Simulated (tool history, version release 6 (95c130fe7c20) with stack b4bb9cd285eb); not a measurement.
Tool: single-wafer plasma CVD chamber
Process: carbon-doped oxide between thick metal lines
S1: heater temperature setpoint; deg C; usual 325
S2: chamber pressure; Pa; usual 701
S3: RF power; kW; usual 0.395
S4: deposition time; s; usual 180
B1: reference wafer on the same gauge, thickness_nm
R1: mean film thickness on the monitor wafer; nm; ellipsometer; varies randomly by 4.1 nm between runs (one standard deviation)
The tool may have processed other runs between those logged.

{"run": 1, "hour": 0.0, "S1": 325, "S2": 701, "S3": 0.395, "S4": 180, "B1": 950.792, "R1": 866.234}
{"run": 2, "hour": 17.7, "S1": 325, "S2": 701, "S3": 0.395, "S4": 180, "B1": 952.501, "R1": 859.593}
{"run": 3, "hour": 31.1, "S1": 325, "S2": 701, "S3": 0.395, "S4": 180, "B1": 951.298, "R1": 860.612}
{"run": 4, "hour": 48.8, "S1": 325, "S2": 701, "S3": 0.395, "S4": 180, "B1": 951.197, "R1": 861.313}
{"run": 5, "hour": 59.2, "S1": 331, "S2": 701, "S3": 0.395, "S4": 180, "B1": 950.741, "R1": 839.735}
{"run": 6, "hour": 68.2, "S1": 325, "S2": 773, "S3": 0.395, "S4": 180, "B1": 952.047, "R1": 872.077}
{"run": 7, "hour": 85.6, "S1": 325, "S2": 701, "S3": 0.395, "S4": 154, "B1": 951.202, "R1": 741.795}
{"run": 8, "hour": 97.7, "S1": 325, "S2": 701, "S3": 0.395, "S4": 154, "B1": 951.384, "R1": 740.205}
{"run": 9, "hour": 109.4, "S1": 325, "S2": 867, "S3": 0.395, "S4": 215, "B1": 951.559, "R1": 1053.774}
{"run": 10, "hour": 121.1, "S1": 325, "S2": 580, "S3": 0.36, "S4": 180, "B1": 951.768, "R1": 791.791}
{"run": 11, "hour": 138.2, "S1": 330, "S2": 701, "S3": 0.395, "S4": 180, "B1": 950.682, "R1": 842.115}
{"run": 12, "hour": 152.5, "S1": 325, "S2": 701, "S3": 0.42, "S4": 180, "B1": 951.321, "R1": 895.773}
{"run": 13, "hour": 169.3, "S1": 315, "S2": 589, "S3": 0.445, "S4": 170, "B1": 950.676, "R1": 902.522}
{"run": 14, "hour": 181.0, "S1": 325, "S2": 701, "S3": 0.395, "S4": 180, "B1": 951.413, "R1": 869.984}
{"run": 15, "hour": 189.9, "S1": 316, "S2": 701, "S3": 0.395, "S4": 180, "B1": 951.088, "R1": 902.432}
{"run": 16, "hour": 201.9, "S1": 316, "S2": 701, "S3": 0.365, "S4": 180, "B1": 950.718, "R1": 849.899}
{"run": 17, "hour": 216.7, "S1": 325, "S2": 701, "S3": 0.395, "S4": 180, "B1": 951.162, "R1": 856.94}
{"run": 18, "hour": 228.9, "S1": 313, "S2": 849, "S3": 0.42, "S4": 158, "B1": 952.53, "R1": 846.182}
{"run": 19, "hour": 236.1, "S1": 325, "S2": 701, "S3": 0.43, "S4": 180, "B1": 951.133, "R1": 917.302}
{"run": 20, "hour": 253.2, "S1": 325, "S2": 701, "S3": 0.395, "S4": 180, "B1": 951.776, "R1": 859.277}
{"run": 21, "hour": 260.8, "S1": 312, "S2": 701, "S3": 0.455, "S4": 209, "B1": 950.141, "R1": 1162.427}
{"run": 22, "hour": 277.8, "S1": 325, "S2": 579, "S3": 0.43, "S4": 180, "B1": 951.284, "R1": 894.991}
{"run": 23, "hour": 284.5, "S1": 325, "S2": 701, "S3": 0.395, "S4": 180, "B1": 951.68, "R1": 864.083}
{"run": 24, "hour": 290.9, "S1": 325, "S2": 701, "S3": 0.395, "S4": 180, "B1": 950.745, "R1": 866.652}
{"run": 25, "hour": 308.0, "S1": 311, "S2": 701, "S3": 0.395, "S4": 180, "B1": 950.916, "R1": 913.698}
{"run": 26, "hour": 322.0, "S1": 339, "S2": 535, "S3": 0.33, "S4": 200, "B1": 950.654, "R1": 776.939}
{"run": 27, "hour": 336.2, "S1": 325, "S2": 701, "S3": 0.395, "S4": 180, "B1": 951.429, "R1": 860.741}
{"run": 28, "hour": 354.2, "S1": 317, "S2": 551, "S3": 0.335, "S4": 163, "B1": 951.958, "R1": 699.291}
{"run": 29, "hour": 370.1, "S1": 325, "S2": 701, "S3": 0.43, "S4": 150, "B1": 951.287, "R1": 763.149}

Taken out of this log: 5 entries between the listed runs. Where each belongs, and how the hidden state differs across it:
In the gap between runs 2 and 3: showerhead replaced (hour 29)
  nothing in the hidden state changes from one run to the other
In the gap between runs 3 and 4: thermocouple changed; heater temperature recalibrated (hour 44.9)
  nothing in the hidden state changes from one run to the other
In the gap between runs 7 and 8: RF generator calibrated (hour 94.2)
  nothing in the hidden state changes from one run to the other
In the gap between runs 12 and 13: gauge calibrated (hour 155.5); capacitance manometer re-zeroed and calibrated (hour 168.8)
  nothing in the hidden state changes from one run to the other

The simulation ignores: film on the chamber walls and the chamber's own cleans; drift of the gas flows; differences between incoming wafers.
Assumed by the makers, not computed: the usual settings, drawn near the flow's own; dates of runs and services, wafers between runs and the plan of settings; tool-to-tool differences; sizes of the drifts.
